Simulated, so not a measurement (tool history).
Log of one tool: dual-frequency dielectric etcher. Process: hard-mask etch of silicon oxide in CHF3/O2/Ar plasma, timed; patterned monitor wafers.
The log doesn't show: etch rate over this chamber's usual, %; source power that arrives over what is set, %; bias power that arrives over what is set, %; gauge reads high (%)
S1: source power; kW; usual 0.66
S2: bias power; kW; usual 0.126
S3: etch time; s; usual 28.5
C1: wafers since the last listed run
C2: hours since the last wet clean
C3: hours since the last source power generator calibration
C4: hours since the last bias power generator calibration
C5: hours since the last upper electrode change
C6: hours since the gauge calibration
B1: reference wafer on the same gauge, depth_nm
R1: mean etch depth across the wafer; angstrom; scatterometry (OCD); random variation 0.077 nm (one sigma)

run,hour,S1,S2,S3,C1,C2,C3,C4,C5,C6,B1,R1
1,0,0.73,0.126,28.5,0,331.1,3142.7,2214.9,3896.1,598.1,48.7,514
2,48,0.73,0.126,28.5,625,379.1,3190.7,2262.9,3944.1,646.1,48.7,514
3,97.4,0.73,0.126,28.5,643,428.5,3240.1,2312.3,3993.5,695.5,48.7,514
# hour 118: gauge calibrated
4,155.2,0.66,0.126,30.5,752,486.3,3297.9,2370.1,4051.3,37.2,48.7,535
# hour 346.9: wet clean of the chamber
5,347.4,0.66,0.126,30.5,2190,0.5,3490.1,2562.3,4243.5,229.4,48.7,541
6,383.2,0.66,0.145,28.5,466,36.3,3525.9,2598.1,4279.3,265.2,48.7,528
7,417.7,0.66,0.148,28.5,449,70.8,3560.4,2632.6,4313.8,299.7,48.7,532
8,487,0.66,0.148,28.5,902,140.1,3629.7,2701.9,4383.1,369,48.7,531
# hour 516.4: source power generator calibrated
9,516.9,0.66,0.126,28.5,337,170,0.5,2731.8,4413,398.9,48.7,503
10,540.4,0.66,0.126,28.5,306,193.5,24,2755.3,4436.5,422.4,48.7,502
11,577.1,0.77,0.126,20.5,477,230.2,60.7,2792,4473.2,459.1,48.7,376
12,615.1,0.61,0.156,28.5,494,268.2,98.7,2830,4511.2,497.1,48.7,530
13,641.4,0.82,0.155,25,342,294.5,125,2856.3,4537.5,523.4,48.7,497
14,708.9,0.51,0.154,33,879,362,192.5,2923.8,4605,590.9,48.7,585
# hour 713.5: bias power generator calibrated
15,743.2,0.66,0.117,21.5,394,396.3,226.8,29.7,4639.3,625.2,48.7,374
# hour 814.4: upper electrode replaced
16,814.9,0.66,0.126,28.5,621,468,298.5,101.4,0.5,696.9,48.7,507
# hour 817.6: gauge calibrated
17,861.8,0.66,0.104,28.5,610,514.9,345.4,148.3,47.4,44.2,48.7,477
18,926.9,0.66,0.113,25,847,580,410.5,213.4,112.5,109.3,48.7,428
19,978.7,0.66,0.126,28.5,674,631.8,462.3,265.2,164.3,161.1,48.7,505
# hour 1056.3: wet clean of the chamber
20,1096.7,0.74,0.099,35.5,1224,40.4,580.3,383.2,282.3,279.1,48.7,605

5 ways to go on from here, each from the tool as it stands after run 20. What would each give?
A,1097.1,0.66,0.126,23.5,5,40.8,580.7,383.6,282.7,279.5,?,?
B,1097.1,0.56,0.147,22.5,5,40.8,580.7,383.6,282.7,279.5,?,?
C,1097.1,0.72,0.144,28.5,5,40.8,580.7,383.6,282.7,279.5,?,?
D,1097.1,0.71,0.135,35,5,40.8,580.7,383.6,282.7,279.5,?,?
E,1097.1,0.7,0.103,23.5,5,40.8,580.7,383.6,282.7,279.5,?,?

run,B1,R1
A,48.7,421
B,48.7,409
C,48.7,545
D,48.7,653
E,48.7,400
Without the tool's hidden state the same runs would have given:
run,R1
A,421
B,408
C,545
D,652
E,400
